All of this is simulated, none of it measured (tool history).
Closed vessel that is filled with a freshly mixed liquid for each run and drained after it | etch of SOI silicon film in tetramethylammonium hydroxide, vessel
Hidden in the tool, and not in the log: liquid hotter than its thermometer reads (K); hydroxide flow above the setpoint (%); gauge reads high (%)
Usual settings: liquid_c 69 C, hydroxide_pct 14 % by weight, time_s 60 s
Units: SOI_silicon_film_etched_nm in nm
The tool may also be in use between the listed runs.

run     day  liquid_c  hydroxide_pct  time_s  wafers since the last listed run  hours since the thermometer was replaced  hours since the hydroxide flow meter was replaced  hours since the gauge calibration  read-back film thickness of the SOI silicon film reference wafer, read on the same gauge (nm)  SOI_silicon_film_etched_nm
  1       0        69             14      60                                 0                                     822.7                                              977.1                              245.1                                                                                         109.99                      388.83
      0.004  -- gauge calibrated
  2   0.496        69             13      75                               921                                     834.6                                                989                               11.8                                                                                         110.01                       499.9
  3   1.004      71.5             14      40                               945                                     846.8                                             1001.2                                 24                                                                                         109.99                      299.69
  4   1.333        69           11.5      60                               612                                     854.7                                             1009.1                               31.9                                                                                            110                      425.86
  5   2.667        69           11.5      60                              2479                                     886.7                                             1041.1                               63.9                                                                                            110                      426.41
  6    3.25      67.5             14      40                              1084                                     900.7                                             1055.1                               77.9                                                                                         110.01                      238.52
  7   3.762        69             14      60                               952                                       913                                             1067.4                               90.2                                                                                         110.03                      392.26
  8   4.246        69             14      60                               898                                     924.6                                               1079                              101.8                                                                                            110                      392.79
  9    4.75        69             14      60                               937                                     936.7                                             1091.1                              113.9                                                                                         109.99                      395.45
 10   5.475        69             14      60                              1348                                     954.1                                             1108.5                              131.3                                                                                         110.01                      392.93
 11   5.954        69             12      60                               891                                     965.6                                               1120                              142.8                                                                                         110.03                      423.54
 12   6.379        69             12      60                               790                                     975.8                                             1130.2                                153                                                                                         110.01                       423.7
 13     6.7        69             12      60                               596                                     983.5                                             1137.9                              160.7                                                                                         110.01                      425.14
 14   7.133        69             14      35                               805                                     993.9                                             1148.3                              171.1                                                                                         109.99                      231.31
 15   7.496        69             14      35                               674                                    1002.6                                               1157                              179.8                                                                                         109.99                       231.8
 16   8.179      61.5           11.5      60                              1270                                      1019                                             1173.4                              196.2                                                                                         109.99                      275.43
 17   8.871        73           10.5      35                              1286                                    1035.6                                               1190                              212.8                                                                                         109.99                      328.78
        9.1  -- hydroxide flow meter replaced
      9.471  -- gauge calibrated
 18   9.521        69             14      60                              1131                                    1051.2                                               10.1                                1.2                                                                                         110.03                       398.2
 19   9.825      63.5           15.5      60                               565                                    1058.5                                               17.4                                8.5                                                                                            110                       274.3
 20   10.55        69             14      60                              1348                                    1075.9                                               34.8                               25.9                                                                                         110.01                      399.38
 21  10.854        69             12      60                               565                                    1083.2                                               42.1                               33.2                                                                                         109.99                      427.17
     11.375  -- thermometer replaced
 22  11.525        69             14      85                              1169                                       3.6                                               58.2                               49.3                                                                                         109.99                      505.79
 23  12.071      64.5             14      60                              1014                                      16.7                                               71.3                               62.4                                                                                         109.98                      274.11
 24  12.367      63.5           17.5      90                               550                                      23.8                                               78.4                               69.5                                                                                         110.01                      352.66
 25  12.983        69           17.5      60                              1146                                      38.6                                               93.2                               84.3                                                                                         109.98                      326.49
 26  13.708        69             14      60                              1348                                        56                                              110.6                              101.7                                                                                            110                      361.22
 27  14.308        69             14      60                              1115                                      70.4                                                125                              116.1                                                                                         109.98                      359.64
 28  14.688        76             16      85                               705                                      79.5                                              134.1                              125.2                                                                                         110.01                      720.78
 29  15.208        69           17.5      60                               968                                        92                                              146.6                              137.7                                                                                         110.02                      329.58
 30  15.662      64.5             16      35                               844                                     102.9                                              157.5                              148.6                                                                                            110                      152.34

The tool's hidden state at each run:
hydroxide flow above the setpoint (%): 0 in every run
gauge reads high (%): 0 in every run
H1: liquid hotter than its thermometer reads (K)
run     H1
  1   1.61
  2   1.63
  3   1.65
  4   1.67
  5   1.73
  6   1.76
  7   1.78
  8    1.8
  9   1.82
 10   1.86
 11   1.88
 12    1.9
 13   1.91
 14   1.93
 15   1.95
 16   1.98
 17   2.01
 18   2.04
 19   2.05
 20   2.09
 21    2.1
 22  0.194
 23  0.219
 24  0.232
 25   0.26
 26  0.293
 27  0.321
 28  0.338
 29  0.362
 30  0.382
